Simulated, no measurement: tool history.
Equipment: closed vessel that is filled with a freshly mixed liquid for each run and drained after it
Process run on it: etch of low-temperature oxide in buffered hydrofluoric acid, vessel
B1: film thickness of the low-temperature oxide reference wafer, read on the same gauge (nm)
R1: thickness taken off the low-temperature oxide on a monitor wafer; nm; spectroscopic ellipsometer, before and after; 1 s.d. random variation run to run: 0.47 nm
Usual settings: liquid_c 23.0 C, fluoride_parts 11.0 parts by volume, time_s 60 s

{"run": 1, "hour": 0.0, "liquid_c": 23.0, "fluoride_parts": 11.0, "time_s": 60, "B1": 130.02, "R1": 123.53}
{"run": 2, "hour": 13.9, "liquid_c": 23.0, "fluoride_parts": 11.0, "time_s": 60, "B1": 130.0, "R1": 123.61}
{"run": 3, "hour": 33.8, "liquid_c": 23.0, "fluoride_parts": 11.0, "time_s": 70, "B1": 130.03, "R1": 145.14}
{"run": 4, "hour": 48.2, "liquid_c": 23.0, "fluoride_parts": 8.0, "time_s": 60, "B1": 130.02, "R1": 165.41}
{"run": 5, "hour": 65.3, "liquid_c": 23.0, "fluoride_parts": 8.5, "time_s": 60, "B1": 129.98, "R1": 154.85}
{"run": 6, "hour": 79.4, "liquid_c": 23.0, "fluoride_parts": 11.0, "time_s": 60, "B1": 130.0, "R1": 124.62}
{"run": 7, "hour": 102.5, "liquid_c": 23.0, "fluoride_parts": 11.0, "time_s": 60, "B1": 129.99, "R1": 125.03}
{"run": 8, "hour": 179.3, "liquid_c": 23.0, "fluoride_parts": 11.0, "time_s": 60, "B1": 129.98, "R1": 125.47}
{"run": 9, "hour": 197.4, "liquid_c": 23.0, "fluoride_parts": 11.0, "time_s": 60, "B1": 130.01, "R1": 125.45}
{"run": 10, "hour": 223.4, "liquid_c": 23.0, "fluoride_parts": 11.0, "time_s": 60, "B1": 130.04, "R1": 126.37}
{"run": 11, "hour": 242.8, "liquid_c": 23.0, "fluoride_parts": 11.0, "time_s": 60, "B1": 130.05, "R1": 125.08}
{"run": 12, "hour": 266.7, "liquid_c": 23.0, "fluoride_parts": 11.0, "time_s": 60, "B1": 129.98, "R1": 126.73}
{"hour": 270.9, "done": "hydrofluoric acid flow meter replaced"}
{"hour": 280.9, "done": "thermometer replaced"}
{"run": 13, "hour": 301.1, "liquid_c": 23.0, "fluoride_parts": 13.0, "time_s": 60, "B1": 129.99, "R1": 91.99}
{"run": 14, "hour": 330.3, "liquid_c": 27.0, "fluoride_parts": 11.0, "time_s": 60, "B1": 130.02, "R1": 134.54}
{"run": 15, "hour": 362.7, "liquid_c": 23.0, "fluoride_parts": 11.0, "time_s": 90, "B1": 130.05, "R1": 161.86}
{"run": 16, "hour": 391.6, "liquid_c": 23.0, "fluoride_parts": 11.0, "time_s": 30, "B1": 129.98, "R1": 54.23}
{"run": 17, "hour": 421.0, "liquid_c": 20.5, "fluoride_parts": 11.0, "time_s": 60, "B1": 130.02, "R1": 94.54}
{"run": 18, "hour": 441.3, "liquid_c": 20.5, "fluoride_parts": 8.0, "time_s": 60, "B1": 130.0, "R1": 126.09}
{"run": 19, "hour": 469.1, "liquid_c": 18.5, "fluoride_parts": 11.0, "time_s": 60, "B1": 130.05, "R1": 84.72}
{"hour": 469.7, "done": "gauge calibrated"}
{"run": 20, "hour": 487.3, "liquid_c": 20.0, "fluoride_parts": 8.5, "time_s": 70, "B1": 130.0, "R1": 134.52}
{"run": 21, "hour": 519.9, "liquid_c": 23.0, "fluoride_parts": 11.0, "time_s": 60, "B1": 130.0, "R1": 109.46}
{"run": 22, "hour": 553.1, "liquid_c": 27.0, "fluoride_parts": 12.5, "time_s": 85, "B1": 130.01, "R1": 170.19}
{"run": 23, "hour": 568.6, "liquid_c": 23.0, "fluoride_parts": 11.0, "time_s": 60, "B1": 129.99, "R1": 109.45}
{"run": 24, "hour": 600.2, "liquid_c": 19.0, "fluoride_parts": 12.5, "time_s": 80, "B1": 129.98, "R1": 103.05}
{"run": 25, "hour": 622.2, "liquid_c": 28.0, "fluoride_parts": 11.0, "time_s": 60, "B1": 129.98, "R1": 144.33}
{"run": 26, "hour": 636.0, "liquid_c": 23.0, "fluoride_parts": 11.0, "time_s": 60, "B1": 130.01, "R1": 109.97}
{"run": 27, "hour": 664.1, "liquid_c": 23.0, "fluoride_parts": 11.0, "time_s": 60, "B1": 130.03, "R1": 109.65}

Give the tool's hidden conditions for every run:
hydrofluoric acid flow below the setpoint (%): 0 on each run
gauge reads high (%): 0 on each run
H1: liquid hotter than its thermometer reads (K)
run=1 H1=2.84
run=2 H1=2.85
run=3 H1=2.87
run=4 H1=2.88
run=5 H1=2.9
run=6 H1=2.91
run=7 H1=2.94
run=8 H1=3.01
run=9 H1=3.03
run=10 H1=3.05
run=11 H1=3.07
run=12 H1=3.1
run=13 H1=0.275
run=14 H1=0.304
run=15 H1=0.335
run=16 H1=0.363
run=17 H1=0.392
run=18 H1=0.412
run=19 H1=0.439
run=20 H1=0.456
run=21 H1=0.488
run=22 H1=0.52
run=23 H1=0.535
run=24 H1=0.566
run=25 H1=0.587
run=26 H1=0.601
run=27 H1=0.628
